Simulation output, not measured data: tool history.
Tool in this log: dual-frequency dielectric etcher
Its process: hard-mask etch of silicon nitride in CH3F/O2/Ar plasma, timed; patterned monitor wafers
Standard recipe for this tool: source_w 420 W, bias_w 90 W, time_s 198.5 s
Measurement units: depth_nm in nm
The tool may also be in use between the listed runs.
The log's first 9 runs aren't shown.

run,day,source_w,bias_w,time_s,wafers since the last listed run,hours since the last wet clean,hours since the last source power generator calibration,hours since the last bias power generator calibration,hours since the last upper electrode change,hours since the gauge calibration,"read-back reference wafer on the same gauge, depth_nm",depth_nm
10,4.396,450,100,249.0,34,31.2,3931.4,108.3,3404.9,18.2,157.0,186.4
11,4.704,420,90,198.5,37,38.6,3938.8,115.7,3412.3,25.6,157.0,138.6
# day 6.029: upper electrode replaced
12,6.050,360,107,161.0,42,70.9,3971.1,148.0,0.5,57.9,157.0,114.9
13,6.062,420,90,198.5,1,71.2,3971.4,148.3,0.8,58.2,157.1,139.0
14,6.504,420,90,198.5,54,81.8,3982.0,158.9,11.4,68.8,157.0,138.8
# day 6.896: source power generator calibrated
15,6.917,510,98,166.5,30,91.7,0.5,168.8,21.3,78.7,157.0,129.1
16,7.262,420,96,253.0,42,100.0,8.8,177.1,29.6,87.0,157.0,181.9
17,7.796,420,90,198.5,65,112.8,21.6,189.9,42.4,99.8,157.0,138.6
18,8.396,330,110,243.0,73,127.2,36.0,204.3,56.8,114.2,157.0,169.5
19,8.650,490,100,245.0,31,133.3,42.1,210.4,62.9,120.3,157.1,188.5
20,9.267,480,90,160.5,75,148.1,56.9,225.2,77.7,135.1,157.0,117.1
21,9.529,510,107,230.5,32,154.4,63.2,231.5,84.0,141.4,156.9,184.8
22,10.204,510,90,198.5,82,170.6,79.4,247.7,100.2,157.6,157.0,147.9
23,10.762,420,90,254.5,68,184.0,92.8,261.1,113.6,171.0,157.0,177.1
24,11.283,370,98,156.5,63,196.5,105.3,273.6,126.1,183.5,157.0,107.8

What will run 25 give?
25,11.592,500,110,217.5,37,203.9,112.7,281.0,133.5,190.9,?,?

Run 25 gave read-back reference wafer on the same gauge, depth_nm 157.0, depth_nm 175.2 nm.
Had the tool carried no hidden state, the very same run would have given depth_nm 176.6 nm.

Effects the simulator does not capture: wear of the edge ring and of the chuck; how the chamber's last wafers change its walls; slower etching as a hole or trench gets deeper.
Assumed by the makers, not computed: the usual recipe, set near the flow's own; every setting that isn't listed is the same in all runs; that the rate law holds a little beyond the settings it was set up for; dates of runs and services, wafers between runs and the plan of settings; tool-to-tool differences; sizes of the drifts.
